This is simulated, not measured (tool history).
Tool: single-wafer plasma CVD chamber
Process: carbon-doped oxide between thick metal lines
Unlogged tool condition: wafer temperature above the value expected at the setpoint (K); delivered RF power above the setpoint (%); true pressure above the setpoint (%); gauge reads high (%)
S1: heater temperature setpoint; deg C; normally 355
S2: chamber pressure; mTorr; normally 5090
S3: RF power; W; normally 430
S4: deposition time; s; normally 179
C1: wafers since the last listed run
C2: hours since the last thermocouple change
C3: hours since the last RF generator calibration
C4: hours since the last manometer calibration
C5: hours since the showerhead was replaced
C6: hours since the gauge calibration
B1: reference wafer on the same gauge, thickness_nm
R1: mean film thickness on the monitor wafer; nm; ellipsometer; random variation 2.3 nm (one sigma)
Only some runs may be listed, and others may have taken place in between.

run	day	S1	S2	S3	S4	C1	C2	C3	C4	C5	C6	B1	R1
1	0.000	355	5090	430	179	0	1247.5	873.9	1656.1	2997.5	123.3	694.297	831.879
2	0.542	355	5090	430	179	83	1260.5	886.9	1669.1	3010.5	136.3	693.899	834.583
3	0.917	355	5090	430	179	57	1269.5	895.9	1678.1	3019.5	145.3	694.146	831.377
4	1.304	355	5090	430	179	59	1278.8	905.2	1687.4	3028.8	154.6	693.234	829.625
5	1.962	355	5090	430	179	101	1294.6	921.0	1703.2	3044.6	170.4	695.180	827.190
6	2.467	355	5090	430	179	77	1306.7	933.1	1715.3	3056.7	182.5	692.601	831.613
7	3.142	355	5090	430	179	104	1322.9	949.3	1731.5	3072.9	198.7	693.694	830.807
8	3.833	367	5090	430	156	106	1339.5	965.9	1748.1	3089.5	215.3	694.705	704.705
9	4.533	355	5090	430	179	108	1356.3	982.7	1764.9	3106.3	232.1	693.836	828.559
10	5.217	355	5090	430	179	105	1372.7	999.1	1781.3	3122.7	248.5	693.900	833.760
# day 5.600: thermocouple changed; heater temperature recalibrated
# day 5.929: showerhead replaced
# day 6.608: capacitance manometer re-zeroed and calibrated
11	6.746	360	5670	430	179	82	27.5	1035.8	3.3	19.6	285.2	695.068	830.985
# day 7.283: RF generator calibrated
12	7.454	347	5960	490	155	57	44.5	4.1	20.3	36.6	302.2	694.462	817.925
13	7.892	347	5960	490	155	67	55.0	14.6	30.8	47.1	312.7	693.276	818.063
14	8.192	355	5090	430	179	46	62.2	21.8	38.0	54.3	319.9	694.093	832.698
15	8.454	355	4080	360	179	40	68.5	28.1	44.3	60.6	326.2	694.210	711.193
16	8.867	341	5090	505	179	63	78.4	38.0	54.2	70.5	336.1	694.343	958.631
# day 8.908: gauge calibrated
17	9.258	355	4500	360	179	60	87.8	47.4	63.6	79.9	8.4	694.226	724.279
18	9.967	355	5090	430	179	109	104.8	64.4	80.6	96.9	25.4	694.468	833.247
19	10.675	355	5090	380	179	109	121.8	81.4	97.6	113.9	42.4	694.247	762.551
20	11.217	355	5090	430	179	83	134.8	94.4	110.6	126.9	55.4	694.393	832.882
21	11.504	344	4740	390	205	44	141.7	101.3	117.5	133.8	62.3	693.179	905.247
22	12.042	359	4570	430	161	83	154.6	114.2	130.4	146.7	75.2	694.044	726.553
23	12.404	355	5090	430	169	56	163.3	122.9	139.1	155.4	83.9	694.532	784.415

Here are 3 independent what-if runs from the current tool condition. What would each one return?
A	12.421	355	4600	430	179	2	163.7	123.3	139.5	155.8	84.3	?	?
B	12.421	355	5090	410	179	2	163.7	123.3	139.5	155.8	84.3	?	?
C	12.421	370	5090	430	179	2	163.7	123.3	139.5	155.8	84.3	?	?

run	B1	R1
A	693.938	820.791
B	693.938	805.036
C	693.938	800.828
Had the tool no hidden state, the same runs would have come out as:
run	R1
A	820.791
B	805.036
C	800.828
